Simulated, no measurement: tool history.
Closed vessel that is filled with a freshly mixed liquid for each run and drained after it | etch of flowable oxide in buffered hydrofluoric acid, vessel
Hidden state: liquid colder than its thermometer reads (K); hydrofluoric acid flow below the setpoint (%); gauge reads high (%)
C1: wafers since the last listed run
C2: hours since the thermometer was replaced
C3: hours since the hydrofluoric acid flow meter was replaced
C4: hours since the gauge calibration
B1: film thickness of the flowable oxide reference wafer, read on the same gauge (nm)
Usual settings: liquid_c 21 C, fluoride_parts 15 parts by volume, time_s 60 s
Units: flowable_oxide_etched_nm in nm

Run 1, day 0: usual settings; C1 0; C2 959.2; C3 634.8; C4 348.6; B1 120.01. Result: flowable_oxide_etched_nm 106.56 nm.
Run 2, day 0.642: usual settings; C1 1559; C2 974.6; C3 650.2; C4 364; B1 120. Result: flowable_oxide_etched_nm 106.87 nm.
Run 3, day 1.988: usual settings; C1 3271; C2 1006.9; C3 682.5; C4 396.3; B1 120.02. Result: flowable_oxide_etched_nm 105.72 nm.
Run 4, day 3.133: usual settings but liquid_c 24 C; C1 2785; C2 1034.4; C3 710; C4 423.8; B1 120.02. Result: flowable_oxide_etched_nm 125.92 nm.
Run 5, day 4.275: usual settings but liquid_c 24 C; C1 2775; C2 1061.8; C3 737.4; C4 451.2; B1 120.02. Result: flowable_oxide_etched_nm 125.57 nm.
Run 6, day 5.438: usual settings but liquid_c 18.5 C; C1 2825; C2 1089.7; C3 765.3; C4 479.1; B1 119.97. Result: flowable_oxide_etched_nm 92.21 nm.
Run 7, day 6.396: usual settings but liquid_c 18.5 C; C1 2329; C2 1112.7; C3 788.3; C4 502.1; B1 119.99. Result: flowable_oxide_etched_nm 92.6 nm.
Run 8, day 7.5: usual settings but liquid_c 18.5 C; C1 2684; C2 1139.2; C3 814.8; C4 528.6; B1 120.01. Result: flowable_oxide_etched_nm 92.57 nm.
Run 9, day 8.742: usual settings; C1 3018; C2 1169; C3 844.6; C4 558.4; B1 119.98. Result: flowable_oxide_etched_nm 106.38 nm.
Run 10, day 10.004: usual settings; C1 3068; C2 1199.3; C3 874.9; C4 588.7; B1 120. Result: flowable_oxide_etched_nm 106.59 nm.
Run 11, day 10.538: usual settings; C1 1296; C2 1212.1; C3 887.7; C4 601.5; B1 119.99. Result: flowable_oxide_etched_nm 106.36 nm.
Run 12, day 11.812: usual settings but liquid_c 26 C, fluoride_parts 19 parts by volume; C1 3099; C2 1242.7; C3 918.3; C4 632.1; B1 120. Result: flowable_oxide_etched_nm 110.96 nm.
Run 13, day 12.925: usual settings but liquid_c 22.5 C, fluoride_parts 18 parts by volume; C1 2704; C2 1269.4; C3 945; C4 658.8; B1 120. Result: flowable_oxide_etched_nm 97.03 nm.
Run 14, day 13.892: usual settings but liquid_c 25.5 C, time_s 80 s; C1 2349; C2 1292.6; C3 968.2; C4 682; B1 120. Result: flowable_oxide_etched_nm 182.25 nm.
Run 15, day 14.804: usual settings; C1 2218; C2 1314.5; C3 990.1; C4 703.9; B1 119.99. Result: flowable_oxide_etched_nm 106.15 nm.
Run 16, day 15.9: usual settings but fluoride_parts 17 parts by volume; C1 2663; C2 1340.8; C3 1016.4; C4 730.2; B1 120.01. Result: flowable_oxide_etched_nm 94.03 nm.
At day 16.083: gauge calibrated.
At day 16.558: hydrofluoric acid flow meter replaced.
Run 17, day 16.888: usual settings but liquid_c 17.5 C, fluoride_parts 11 parts by volume, time_s 45 s; C1 2299; C2 1364.5; C3 7.9; C4 19.3; B1 119.99. Result: flowable_oxide_etched_nm 89.04 nm.
Run 18, day 17.738: usual settings but liquid_c 18.5 C, fluoride_parts 13.5 parts by volume; C1 2066; C2 1384.9; C3 28.3; C4 39.7; B1 120. Result: flowable_oxide_etched_nm 102.88 nm.
Run 19, day 18.288: usual settings but time_s 80 s; C1 1336; C2 1398.1; C3 41.5; C4 52.9; B1 120.01. Result: flowable_oxide_etched_nm 142.2 nm.
Run 20, day 19.429: usual settings; C1 2775; C2 1425.5; C3 68.9; C4 80.3; B1 120. Result: flowable_oxide_etched_nm 106.38 nm.
Run 21, day 20.267: usual settings; C1 2035; C2 1445.6; C3 89; C4 100.4; B1 120. Result: flowable_oxide_etched_nm 106.48 nm.
At day 20.596: thermometer replaced.
Run 22, day 20.888: usual settings but fluoride_parts 21 parts by volume, time_s 30 s; C1 1407; C2 7; C3 103.9; C4 115.3; B1 119.98. Result: flowable_oxide_etched_nm 38.65 nm.
Run 23, day 22.262: usual settings but fluoride_parts 10 parts by volume, time_s 30 s; C1 3342; C2 40; C3 136.9; C4 148.3; B1 119.99. Result: flowable_oxide_etched_nm 79.25 nm.
Run 24, day 23.708: usual settings but liquid_c 17 C, fluoride_parts 11 parts by volume, time_s 35 s; C1 3514; C2 74.7; C3 171.6; C4 183; B1 120.01. Result: flowable_oxide_etched_nm 67.33 nm.
Run 25, day 24.612: usual settings; C1 2197; C2 96.4; C3 193.3; C4 204.7; B1 119.99. Result: flowable_oxide_etched_nm 106.18 nm.
Run 26, day 25.721: usual settings; C1 2694; C2 123; C3 219.9; C4 231.3; B1 120.03. Result: flowable_oxide_etched_nm 106.55 nm.
Run 27, day 27.296: usual settings but liquid_c 24.5 C; C1 3828; C2 160.8; C3 257.7; C4 269.1; B1 120.01. Result: flowable_oxide_etched_nm 129.54 nm.
Run 28, day 28.204: usual settings but liquid_c 17 C, fluoride_parts 16.5 parts by volume, time_s 30 s; C1 2207; C2 182.6; C3 279.5; C4 290.9; B1 119.98. Result: flowable_oxide_etched_nm 38.86 nm.
Run 29, day 29.3: usual settings; C1 2663; C2 208.9; C3 305.8; C4 317.2; B1 119.97. Result: flowable_oxide_etched_nm 106.2 nm.
Run 30, day 30.612: usual settings; C1 3190; C2 240.4; C3 337.3; C4 348.7; B1 120. Result: flowable_oxide_etched_nm 106.45 nm.
Run 31, day 31.808: usual settings but liquid_c 19 C, fluoride_parts 11 parts by volume, time_s 80 s; C1 2906; C2 269.1; C3 366; C4 377.4; B1 120.04. Result: flowable_oxide_etched_nm 172.44 nm.
Run 32, day 32.717: usual settings but liquid_c 18 C; C1 2207; C2 290.9; C3 387.8; C4 399.2; B1 120.01. Result: flowable_oxide_etched_nm 89.89 nm.

Forecast each of these 5 alternatives for the next run:
Run A, day 32.746: usual settings but liquid_c 17 C; C1 70; C2 291.6; C3 388.5; C4 399.9; B1 ?. Result: flowable_oxide_etched_nm ?.
Run B, day 32.746: usual settings but fluoride_parts 9 parts by volume, time_s 70 s; C1 70; C2 291.6; C3 388.5; C4 399.9; B1 ?. Result: flowable_oxide_etched_nm ?.
Run C, day 32.746: usual settings but liquid_c 25.5 C, fluoride_parts 13.5 parts by volume, time_s 90 s; C1 70; C2 291.6; C3 388.5; C4 399.9; B1 ?. Result: flowable_oxide_etched_nm ?.
Run D, day 32.746: usual settings but liquid_c 19 C; C1 70; C2 291.6; C3 388.5; C4 399.9; B1 ?. Result: flowable_oxide_etched_nm ?.
Run E, day 32.746: usual settings but liquid_c 17 C, fluoride_parts 17.5 parts by volume; C1 70; C2 291.6; C3 388.5; C4 399.9; B1 ?. Result: flowable_oxide_etched_nm ?.

run      B1  flowable_oxide_etched_nm
  A  119.99                     85.26
  B  119.99                    198.07
  C  119.99                    227.53
  D  119.99                     95.52
  E  119.99                     73.23
Without the tool's hidden state the same runs would have given:
run  flowable_oxide_etched_nm
  A                     85.26
  B                    198.07
  C                    227.53
  D                     95.52
  E                     73.23
